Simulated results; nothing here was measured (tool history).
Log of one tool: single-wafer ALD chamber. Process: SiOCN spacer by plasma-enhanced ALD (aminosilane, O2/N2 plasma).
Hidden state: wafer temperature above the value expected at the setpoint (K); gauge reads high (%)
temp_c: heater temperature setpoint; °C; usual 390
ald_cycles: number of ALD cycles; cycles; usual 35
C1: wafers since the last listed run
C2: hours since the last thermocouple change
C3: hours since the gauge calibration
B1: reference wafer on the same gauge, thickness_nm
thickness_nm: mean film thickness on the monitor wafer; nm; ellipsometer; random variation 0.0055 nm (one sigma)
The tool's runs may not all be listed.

run 1 hour=0 | temp_c=382 ald_cycles=35 | C1=0 C2=1558.3 C3=41.6 | B1=1.971 | thickness_nm=2.178
run 2 hour=7.2 | temp_c=382 ald_cycles=35 | C1=57 C2=1565.5 C3=48.8 | B1=1.971 | thickness_nm=2.178
run 3 hour=15.9 | temp_c=382 ald_cycles=35 | C1=69 C2=1574.2 C3=57.5 | B1=1.97 | thickness_nm=2.185
run 4 hour=33.5 | temp_c=390 ald_cycles=35 | C1=141 C2=1591.8 C3=75.1 | B1=1.97 | thickness_nm=2.185
run 5 hour=41 | temp_c=380 ald_cycles=35 | C1=60 C2=1599.3 C3=82.6 | B1=1.97 | thickness_nm=2.175
run 6 hour=47.6 | temp_c=380 ald_cycles=35 | C1=52 C2=1605.9 C3=89.2 | B1=1.969 | thickness_nm=2.186
-- hour=66.2 thermocouple changed; heater temperature recalibrated
run 7 hour=66.7 | temp_c=380 ald_cycles=35 | C1=89 C2=0.5 C3=108.3 | B1=1.97 | thickness_nm=2.183
run 8 hour=76.7 | temp_c=390 ald_cycles=35 | C1=80 C2=10.5 C3=118.3 | B1=1.97 | thickness_nm=2.188
-- hour=77.3 gauge calibrated
run 9 hour=85.8 | temp_c=382 ald_cycles=29 | C1=72 C2=19.6 C3=8.5 | B1=1.969 | thickness_nm=1.808
run 10 hour=97.3 | temp_c=401 ald_cycles=40 | C1=92 C2=31.1 C3=20 | B1=1.97 | thickness_nm=2.501
run 11 hour=108.3 | temp_c=404 ald_cycles=31 | C1=88 C2=42.1 C3=31 | B1=1.97 | thickness_nm=1.917
run 12 hour=120.4 | temp_c=397 ald_cycles=30 | C1=97 C2=54.2 C3=43.1 | B1=1.971 | thickness_nm=1.882
run 13 hour=135.2 | temp_c=390 ald_cycles=35 | C1=118 C2=69 C3=57.9 | B1=1.97 | thickness_nm=2.179
run 14 hour=142.5 | temp_c=390 ald_cycles=40 | C1=58 C2=76.3 C3=65.2 | B1=1.971 | thickness_nm=2.492
run 15 hour=159.2 | temp_c=390 ald_cycles=35 | C1=133 C2=93 C3=81.9 | B1=1.969 | thickness_nm=2.184

3 ways to go on from here, each from the tool as it stands after run 15. What would each give?
run A hour=159.7 | temp_c=390 ald_cycles=38 | C1=4 C2=93.5 C3=82.4 | B1=? | thickness_nm=?
run B hour=159.7 | temp_c=390 ald_cycles=29 | C1=4 C2=93.5 C3=82.4 | B1=? | thickness_nm=?
run C hour=159.7 | temp_c=386 ald_cycles=30 | C1=4 C2=93.5 C3=82.4 | B1=? | thickness_nm=?

run=A B1=1.97 thickness_nm=2.371
run=B B1=1.97 thickness_nm=1.81
run=C B1=1.97 thickness_nm=1.872
Without the tool's hidden state the same runs would have given:
run=A thickness_nm=2.371
run=B thickness_nm=1.81
run=C thickness_nm=1.872

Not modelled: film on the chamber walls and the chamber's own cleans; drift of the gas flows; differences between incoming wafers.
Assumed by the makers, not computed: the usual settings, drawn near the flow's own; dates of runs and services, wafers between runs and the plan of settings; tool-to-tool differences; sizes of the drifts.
